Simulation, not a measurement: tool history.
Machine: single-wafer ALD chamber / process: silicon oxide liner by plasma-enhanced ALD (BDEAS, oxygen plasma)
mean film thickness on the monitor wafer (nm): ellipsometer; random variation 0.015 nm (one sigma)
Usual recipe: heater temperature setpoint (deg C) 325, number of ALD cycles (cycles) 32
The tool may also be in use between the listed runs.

run   hour  heater temperature setpoint (deg C)  number of ALD cycles (cycles)  read-back reference wafer on the same gauge, thickness_nm  mean film thickness on the monitor wafer (nm)
  1      0                                  325                             32                                                      3.141                                          2.888
  2   55.4                                  325                             32                                                      3.143                                          2.902
  3  128.5                                  325                             32                                                      3.151                                          2.931
  4  224.6                                  325                             30                                                      3.164                                          2.713
     305.9  -- thermocouple changed; heater temperature recalibrated
  5    347                                  325                             30                                                      3.167                                          2.733
  6  390.8                                  325                             30                                                      3.166                                          2.724
  7  441.5                                  325                             32                                                      3.167                                          2.921
     445.8  -- gauge calibrated
  8  505.3                                  318                             32                                                      3.108                                          2.899
  9    566                                  335                             32                                                       3.13                                          2.825
 10  604.3                                  339                             37                                                      3.138                                          3.269

For run 11, what comes out?
 11  651.1                                  339                             28                                                          ?                                              ?

{"run 11": {"read-back reference wafer on the same gauge, thickness_nm": 3.134, "mean film thickness on the monitor wafer (nm)": 2.473}}
Minus the tool's unlogged condition, the same run would have read mean film thickness on the monitor wafer (nm) 2.425.
